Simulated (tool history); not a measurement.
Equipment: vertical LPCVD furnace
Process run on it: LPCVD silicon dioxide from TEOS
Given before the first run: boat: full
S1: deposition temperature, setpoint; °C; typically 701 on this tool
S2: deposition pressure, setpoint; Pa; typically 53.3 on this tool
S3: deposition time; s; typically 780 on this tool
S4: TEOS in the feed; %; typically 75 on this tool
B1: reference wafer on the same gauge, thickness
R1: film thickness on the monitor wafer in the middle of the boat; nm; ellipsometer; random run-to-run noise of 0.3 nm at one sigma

run,hour,S1,S2,S3,S4,B1,R1
1,0,704,48,780,75,134.02,126
# hour 67.2: gauge calibrated
2,84.3,704,48,780,75,133.85,125.83
3,142.6,704,48,780,75,134.09,126.17
4,208.9,701,53.3,990,75,134.13,157.31
5,313.9,701,53.3,990,75,134.14,157.96
6,372.5,701,53.3,990,75,134.05,157.77
7,457.2,708,53.3,780,75,133.97,145.03
8,496.2,708,53.3,780,75,134.01,145.56
9,598.7,708,53.3,780,75,134.07,145.68
# hour 764.9: TEOS flow controller replaced
10,765.4,701,53.3,780,75,133.9,124.17
# hour 816: pressure gauge zeroed
11,837.2,701,53.3,780,75,133.93,126.45
12,876.2,701,53.3,780,75,134.02,126.29
13,983.3,701,53.3,780,75,134,126.49
# hour 1048: thermocouples replaced and temperature profile calibrated
14,1059,701,53.3,780,75,134.02,122.66
15,1097.8,701,53.3,780,75,133.97,122.5
16,1176.1,701,53.3,780,75,134.06,122.16
17,1236.2,701,53.3,780,69,133.93,116.99
18,1309,706,53.3,780,70,134.04,132.95
19,1381.4,694,53.3,780,75,133.89,103.66
20,1419.7,708,53.3,780,75,133.97,144.13
# hour 1462.8: gauge calibrated
21,1518.7,701,53.3,780,75,133.92,122.22
22,1558.6,701,57.3,780,75,134.05,126.82
23,1644.5,701,53.3,930,67,133.96,137.97
24,1956.4,701,53.3,780,75,133.99,122.01
25,2058.3,701,53.3,780,75,133.94,122.66
26,2106.1,694,53.3,780,63,134.01,95.36
27,2146.7,701,53.3,780,84,133.96,129.55
28,2220.5,701,53.3,780,75,133.92,122.83
29,2305.3,696,57.3,780,75,133.95,113.51
30,2341.8,707,61.3,570,87,134.1,118.57
31,2439.3,701,53.3,870,83,134.07,143.11
32,2536.7,695,53.3,1020,75,134.11,139.01

Alternative continuations, all from the tool just after run 32; predict every row:
A,2540.5,689,53.3,780,75,?,?
B,2540.5,701,58,960,75,?,?
C,2540.5,712,58,540,75,?,?

run,B1,R1
A,134.03,92.2
B,134.03,157.11
C,134.03,113.7
Had the tool no hidden state, the same runs would have come out as:
run,R1
A,92.48
B,157.38
C,113.94
